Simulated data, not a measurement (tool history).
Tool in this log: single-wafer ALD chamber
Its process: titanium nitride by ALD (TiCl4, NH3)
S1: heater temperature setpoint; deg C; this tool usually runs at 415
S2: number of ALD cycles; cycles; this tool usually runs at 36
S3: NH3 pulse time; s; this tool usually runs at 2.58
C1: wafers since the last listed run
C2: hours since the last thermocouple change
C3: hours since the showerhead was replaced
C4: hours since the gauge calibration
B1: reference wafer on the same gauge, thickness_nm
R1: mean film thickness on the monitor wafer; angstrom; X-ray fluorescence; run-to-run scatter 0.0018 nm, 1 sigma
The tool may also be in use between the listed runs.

run,hour,S1,S2,S3,C1,C2,C3,C4,B1,R1
1,0.0,415,40,2.58,0,1173.0,2228.4,1196.0,0.704,8.14
2,41.6,415,40,2.58,177,1214.6,2270.0,1237.6,0.704,8.13
3,104.9,415,40,2.58,269,1277.9,2333.3,1300.9,0.704,8.18
4,143.9,407,36,2.58,165,1316.9,2372.3,1339.9,0.704,7.27
5,175.3,415,36,2.58,133,1348.3,2403.7,1371.3,0.704,7.32
6,205.3,415,36,2.58,127,1378.3,2433.7,1401.3,0.704,7.31
7,240.0,415,36,2.58,147,1413.0,2468.4,1436.0,0.704,7.28
8,272.8,415,32,2.58,139,1445.8,2501.2,1468.8,0.704,6.49
9,307.0,415,36,3.12,145,1480.0,2535.4,1503.0,0.704,7.33
10,370.7,415,36,3.12,271,1543.7,2599.1,1566.7,0.704,7.36
11,426.3,415,36,2.58,236,1599.3,2654.7,1622.3,0.704,7.32
12,551.9,415,36,2.58,534,1724.9,2780.3,1747.9,0.704,7.33
13,618.1,415,36,2.58,281,1791.1,2846.5,1814.1,0.704,7.29
14,681.9,415,36,2.58,271,1854.9,2910.3,1877.9,0.704,7.33
15,727.0,415,36,2.58,191,1900.0,2955.4,1923.0,0.704,7.28
16,792.0,415,36,2.58,276,1965.0,3020.4,1988.0,0.704,7.31
17,816.0,415,36,2.58,102,1989.0,3044.4,2012.0,0.704,7.32
18,866.4,415,36,2.58,214,2039.4,3094.8,2062.4,0.704,7.30
19,911.6,415,36,2.58,192,2084.6,3140.0,2107.6,0.704,7.29
20,981.0,430,38,3.04,295,2154.0,3209.4,2177.0,0.704,7.76
21,1015.1,404,32,1.80,145,2188.1,3243.5,2211.1,0.704,6.37
22,1068.9,415,31,2.12,228,2241.9,3297.3,2264.9,0.704,6.26
23,1136.9,415,36,1.87,289,2309.9,3365.3,2332.9,0.704,7.23
24,1206.0,429,33,3.52,294,2379.0,3434.4,2402.0,0.704,6.77
25,1254.7,415,36,2.58,207,2427.7,3483.1,2450.7,0.704,7.28
26,1285.5,427,36,2.58,131,2458.5,3513.9,2481.5,0.703,7.31
# hour 1302.6: showerhead replaced
# hour 1323.2: gauge calibrated
27,1352.1,407,36,2.58,249,2525.1,49.5,28.9,0.704,7.28
28,1381.6,415,36,2.58,125,2554.6,79.0,58.4,0.704,7.34
29,1436.6,425,36,2.58,234,2609.6,134.0,113.4,0.704,7.33
30,1497.7,415,36,3.60,260,2670.7,195.1,174.5,0.704,7.37
31,1525.8,430,36,3.51,119,2698.8,223.2,202.6,0.704,7.39
32,1572.2,415,36,2.58,197,2745.2,269.6,249.0,0.704,7.30
# hour 1592.3: thermocouple changed; heater temperature recalibrated
33,1620.2,415,36,3.08,170,27.9,317.6,297.0,0.704,7.37
34,1649.1,415,36,2.58,122,56.8,346.5,325.9,0.704,7.30
35,1717.0,422,43,3.17,288,124.7,414.4,393.8,0.704,8.81
36,1754.0,427,36,3.25,157,161.7,451.4,430.8,0.704,7.36
37,1790.4,402,43,3.13,154,198.1,487.8,467.2,0.705,8.80
38,1857.3,415,36,2.58,284,265.0,554.7,534.1,0.704,7.31
39,1928.7,421,31,1.77,303,336.4,626.1,605.5,0.704,6.22
40,1988.6,415,36,2.58,254,396.3,686.0,665.4,0.704,7.30
41,2056.3,406,42,2.10,288,464.0,753.7,733.1,0.704,8.45

3 ways to go on from here, each from the tool as it stands after run 41. What would each give?
A,2056.8,415,36,2.58,2,464.5,754.2,733.6,?,?
B,2056.8,415,31,1.99,2,464.5,754.2,733.6,?,?
C,2056.8,425,40,1.59,2,464.5,754.2,733.6,?,?

run,B1,R1
A,0.704,7.33
B,0.704,6.25
C,0.704,8.03
Had the tool no hidden state, the same runs would have come out as:
run,R1
A,7.33
B,6.25
C,8.03
